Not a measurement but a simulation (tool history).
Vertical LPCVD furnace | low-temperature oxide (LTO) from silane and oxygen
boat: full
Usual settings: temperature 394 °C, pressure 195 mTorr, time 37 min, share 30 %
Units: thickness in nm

run,hour,temperature,pressure,time,share,wafers since the last listed run,hours since the last temperature calibration,hours since the pressure gauge was zeroed,hours since the silane flow controller was replaced,hours since the gauge calibration,"read-back reference wafer on the same gauge, thickness",thickness
1,0,394,195,37,30,0,1905.1,1679.6,1989.4,7.4,164.99,179.93
2,15.5,394,195,37,30,319,1920.6,1695.1,2004.9,22.9,164.95,179.62
3,35.7,394,195,37,30,416,1940.8,1715.3,2025.1,43.1,164.93,179.79
4,50,394,195,37,30,294,1955.1,1729.6,2039.4,57.4,165.05,180.37
5,62.1,394,195,37,30,249,1967.2,1741.7,2051.5,69.5,165.02,179.77
# hour 91.8: silane flow controller replaced
# hour 100.7: pressure gauge zeroed
6,101.2,394,195,37,30,126,2006.3,0.5,9.4,108.6,164.91,172.2
7,104.8,394,195,37,30,74,2009.9,4.1,13,112.2,164.98,172.27
8,108.4,394,195,37,30,68,2013.5,7.7,16.6,115.8,165.1,172.3
# hour 132.1: silane flow controller replaced, repeated, since the last time left the tool worse
9,132.6,394,195,37,30,10,2037.7,31.9,0.5,140,164.98,187.3
10,136.2,394,170,37,30,40,2041.3,35.5,4.1,143.6,165.16,163.52
11,139.8,394,195,37,30,0,2044.9,39.1,7.7,147.2,164.98,187.68
# hour 146.1: gauge calibrated
# hour 158.6: thermocouples replaced and temperature profile calibrated
12,159.1,394,195,37,30,11,0.5,58.4,27,13,164.99,186.93
13,162.6,394,175,28,35,72,4,61.9,30.5,16.5,165,158.25
14,173.1,394,180,37,30,216,14.5,72.4,41,27,165.01,172.35
15,182.4,394,175,30,30,191,23.8,81.7,50.3,36.3,164.97,135.82
16,196.9,389,165,24,30,298,38.3,96.2,64.8,50.8,164.97,96.32
17,214.2,402,195,45.5,30,356,55.6,113.5,82.1,68.1,164.95,253

How the hidden state differs across the entries between the runs, from the last listed run before each to the first after it:
Between runs 5 and 6: silane flow controller replaced (hour 91.8); pressure gauge zeroed (hour 100.7)
  deviation of the silane flow from its setpoint, %: -3.79 -> -7.64
  measured less the result without the state, thickness: -7.43 -> -15.15 nm
Between runs 8 and 9: silane flow controller replaced, repeated, since the last time left the tool worse (hour 132.1)
  deviation of the silane flow from its setpoint, %: -7.68 -> -0.0179
  measured less the result without the state, thickness: -15.23 -> -0.03 nm
Between runs 11 and 12: gauge calibrated (hour 146.1); thermocouples replaced and temperature profile calibrated (hour 158.6)
  deviation of the silane flow from its setpoint, %: -0.0571 -> -0.16
  measured less the result without the state, thickness: -0.11 -> -0.31 nm
